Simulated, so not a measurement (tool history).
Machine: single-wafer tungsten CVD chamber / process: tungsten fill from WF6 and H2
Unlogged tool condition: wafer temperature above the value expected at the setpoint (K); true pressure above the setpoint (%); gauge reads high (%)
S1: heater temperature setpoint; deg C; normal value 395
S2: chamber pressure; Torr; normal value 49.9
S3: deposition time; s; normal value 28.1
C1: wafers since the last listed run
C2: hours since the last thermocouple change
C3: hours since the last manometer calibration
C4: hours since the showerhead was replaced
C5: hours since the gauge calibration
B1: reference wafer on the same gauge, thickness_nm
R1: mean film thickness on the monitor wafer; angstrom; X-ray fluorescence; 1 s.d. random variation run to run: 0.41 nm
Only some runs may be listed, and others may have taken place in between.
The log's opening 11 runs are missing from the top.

run    hour   S1    S2    S3    C1      C2      C3      C4      C5      B1       R1
 12  1284.6  395  49.9  28.1  2115   321.8  1285.1   142.8   395.0  92.192   979.35
 13  1329.9  395  49.9  28.1   945   367.1  1330.4   188.1   440.3  92.134   979.64
 14  1372.6  395  49.9  28.1   890   409.8  1373.1   230.8   483.0  92.196   976.73
 15  1437.7  386  56.9  28.1  1358   474.9  1438.2   295.9   548.1  92.137   875.66
 16  1481.8  390  46.6  24.8   920   519.0  1482.3   340.0   592.2  92.164   747.03
 17  1554.5  395  49.9  25.1  1516   591.7  1555.0   412.7   664.9  92.119   876.59
     1637.0  -- capacitance manometer re-zeroed and calibrated
 18  1637.5  395  46.2  31.6  1564   674.7     0.5   495.7   747.9  92.187  1010.05
 19  1741.3  406  56.5  30.3  2165   778.5   104.3   599.5   851.7  92.229  1380.62
 20  1779.0  395  49.9  28.1   786   816.2   142.0   637.2   889.4  92.258   944.42
 21  1873.8  389  38.2  30.0  1977   911.0   236.8   732.0   984.2  92.245   736.30
 22  1976.6  395  49.9  32.5  2144  1013.8   339.6   834.8  1087.0  92.182  1100.67
 23  2055.0  383  46.8  24.2  1635  1092.2   418.0   913.2  1165.4  92.173   598.26
 24  2101.5  391  49.9  28.1   970  1138.7   464.5   959.7  1211.9  92.188   874.78
     2151.5  -- thermocouple changed; heater temperature recalibrated
 25  2205.7  395  49.9  28.1  2006    54.2   568.7  1063.9  1316.1  92.138   983.63
 26  2269.0  381  49.9  28.1  1320   117.5   632.0  1127.2  1379.4  92.258   720.92
 27  2348.6  395  49.9  30.7  1660   197.1   711.6  1206.8  1459.0  92.277  1072.27
 28  2421.4  409  49.9  30.8  1518   269.9   784.4  1279.6  1531.8  92.166  1444.59
 29  2498.2  408  57.2  31.2  1602   346.7   861.2  1356.4  1608.6  92.243  1546.29
 30  2539.0  395  49.9  28.1   851   387.5   902.0  1397.2  1649.4  92.191   987.63
 31  2602.0  395  59.5  28.1  1314   450.5   965.0  1460.2  1712.4  92.198  1094.38
 32  2896.0  395  43.7  31.6  6133   744.5  1259.0  1754.2  2006.4  92.235  1019.60
 33  2961.3  384  56.7  28.1  1362   809.8  1324.3  1819.5  2071.7  92.135   831.97
 34  3060.5  407  49.9  28.1  2069   909.0  1423.5  1918.7  2170.9  92.179  1253.60

What if the next run were any one of these 4? Each begins from the tool's condition after run 34:
  A  3060.9  395  40.2  28.1   8  909.4  1423.9  1919.1  2171.3   ?   ?
  B  3060.9  390  61.7  32.9   8  909.4  1423.9  1919.1  2171.3   ?   ?
  C  3060.9  407  39.4  23.6   8  909.4  1423.9  1919.1  2171.3   ?   ?
  D  3060.9  383  49.9  31.0   8  909.4  1423.9  1919.1  2171.3   ?   ?

run      B1       R1
  A  92.220   843.49
  B  92.220  1166.51
  C  92.220   893.18
  D  92.220   826.13
What these runs would have given with no unlogged condition in the tool:
run       R1
  A   808.15
  B  1123.38
  C   854.67
  D   794.13
